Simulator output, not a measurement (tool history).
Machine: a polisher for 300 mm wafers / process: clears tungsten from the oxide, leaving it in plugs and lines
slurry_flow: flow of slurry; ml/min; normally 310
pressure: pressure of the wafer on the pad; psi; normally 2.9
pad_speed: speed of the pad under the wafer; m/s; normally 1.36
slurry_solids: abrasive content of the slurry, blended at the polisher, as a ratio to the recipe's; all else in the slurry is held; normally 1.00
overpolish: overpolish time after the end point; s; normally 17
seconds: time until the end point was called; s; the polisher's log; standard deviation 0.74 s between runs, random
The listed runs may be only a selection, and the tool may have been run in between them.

run,hour,slurry_flow,pressure,pad_speed,slurry_solids,overpolish,wafers since the last listed run,wafers polished on this pad,hours since the slurry nozzle was cleaned,hours since the head pressure was calibrated,hours since the slurry blender was calibrated,hours since the slurry got fresh peroxide,"incoming thickness of the incoming film, nm",seconds
1,0.0,310,2.9,1.36,1.00,17,0,1060,413.3,452.9,206.1,305.9,412.8,73.3
# hour 91.9: slurry tank refilled with fresh slurry and peroxide
2,106.3,310,2.9,1.36,1.00,17,679,1740,519.6,559.2,312.4,14.4,410.1,75.7
# hour 171.0: worn pad replaced by a new one
3,185.3,310,2.9,1.36,1.00,17,484,92,598.6,638.2,391.4,93.4,408.3,79.3
# hour 212.1: slurry nozzle cleaned
# hour 214.4: slurry blender recalibrated
4,273.7,310,2.6,1.36,1.00,14,551,643,61.6,726.6,59.3,181.8,416.7,77.9
5,359.2,310,2.6,1.36,1.00,14,551,1195,147.1,812.1,144.8,267.3,406.0,78.2
# hour 404.1: head pressure recalibrated
6,457.6,310,2.9,1.36,1.00,17,622,1817,245.5,53.5,243.2,365.7,412.2,75.6
# hour 478.0: slurry tank refilled with fresh slurry and peroxide
# hour 539.0: worn pad replaced by a new one
# hour 555.3: slurry blender recalibrated
7,561.5,310,2.9,1.36,1.00,17,625,132,349.4,157.4,6.2,83.5,412.3,69.0
8,629.5,310,2.9,1.36,1.00,17,438,570,417.4,225.4,74.2,151.5,411.5,69.8
9,705.3,310,2.9,1.36,1.00,17,489,1060,493.2,301.2,150.0,227.3,411.3,71.8
# hour 832.1: slurry tank refilled with fresh slurry and peroxide
10,844.1,310,2.9,1.36,1.00,17,889,1949,632.0,440.0,288.8,12.0,410.2,75.0
# hour 870.8: slurry nozzle cleaned
11,907.9,340,2.9,1.36,1.00,17,405,2354,37.1,503.8,352.6,75.8,417.2,79.5
# hour 936.2: worn pad replaced by a new one
# hour 962.1: slurry blender recalibrated
12,966.3,340,2.9,1.36,1.00,17,338,181,95.5,562.2,4.2,134.2,404.9,68.2
13,1070.0,340,2.9,1.36,1.00,17,669,850,199.2,665.9,107.9,237.9,413.5,70.4
14,1145.8,310,2.9,1.06,1.30,17,489,1340,275.0,741.7,183.7,313.7,407.2,81.7
15,1196.8,250,2.2,1.64,1.00,17,329,1669,326.0,792.7,234.7,364.7,415.7,78.8
# hour 1211.6: slurry tank refilled with fresh slurry and peroxide
16,1266.1,310,2.9,1.36,0.85,17,440,2110,395.3,862.0,304.0,54.5,414.4,80.4
# hour 1304.9: worn pad replaced by a new one
17,1305.4,340,2.9,1.36,1.00,17,227,3,434.6,901.3,343.3,93.8,409.2,76.6
# hour 1307.8: slurry blender recalibrated
18,1371.5,310,3.4,1.70,1.00,17,413,416,500.7,967.4,63.7,159.9,411.5,52.2
# hour 1463.1: head pressure recalibrated
19,1469.8,310,2.9,1.54,1.00,17,621,1038,599.0,6.7,162.0,258.2,411.2,66.3
20,1522.1,310,2.9,1.36,1.20,27,337,1375,651.3,59.0,214.3,310.5,411.2,70.0
# hour 1528.8: slurry nozzle cleaned
# hour 1545.7: slurry tank refilled with fresh slurry and peroxide
21,1591.7,310,2.9,1.36,1.25,10,436,1812,62.9,128.6,283.9,46.0,412.4,71.0
# hour 1643.3: worn pad replaced by a new one
22,1685.7,310,2.9,1.58,1.00,21,580,273,156.9,222.6,377.9,140.0,404.4,69.2
# hour 1756.1: slurry blender recalibrated
23,1772.6,310,3.6,0.88,1.00,17,547,821,243.8,309.5,16.5,226.9,408.7,85.1
24,1866.5,310,2.6,1.66,1.00,17,606,1427,337.7,403.4,110.4,320.8,410.9,63.9
25,1906.3,310,3.3,1.36,1.00,22,256,1684,377.5,443.2,150.2,360.6,407.2,65.2
26,1962.7,310,2.9,1.36,1.00,17,364,2048,433.9,499.6,206.6,417.0,408.6,73.0

Each row is a separate what-if for the run after 26, all from the same tool condition, not one after another. Results?
A,1963.1,230,2.9,1.36,1.00,17,2,2051,434.3,500.0,207.0,417.4,409.2,?
B,1963.1,310,2.9,1.72,1.00,17,2,2051,434.3,500.0,207.0,417.4,409.2,?
C,1963.1,310,2.9,1.82,1.00,26,2,2051,434.3,500.0,207.0,417.4,409.2,?

run,seconds
A,75.9
B,60.9
C,58.1
Without the tool's unlogged condition, the same runs would have read:
run,seconds
A,70.6
B,56.6
C,54.0
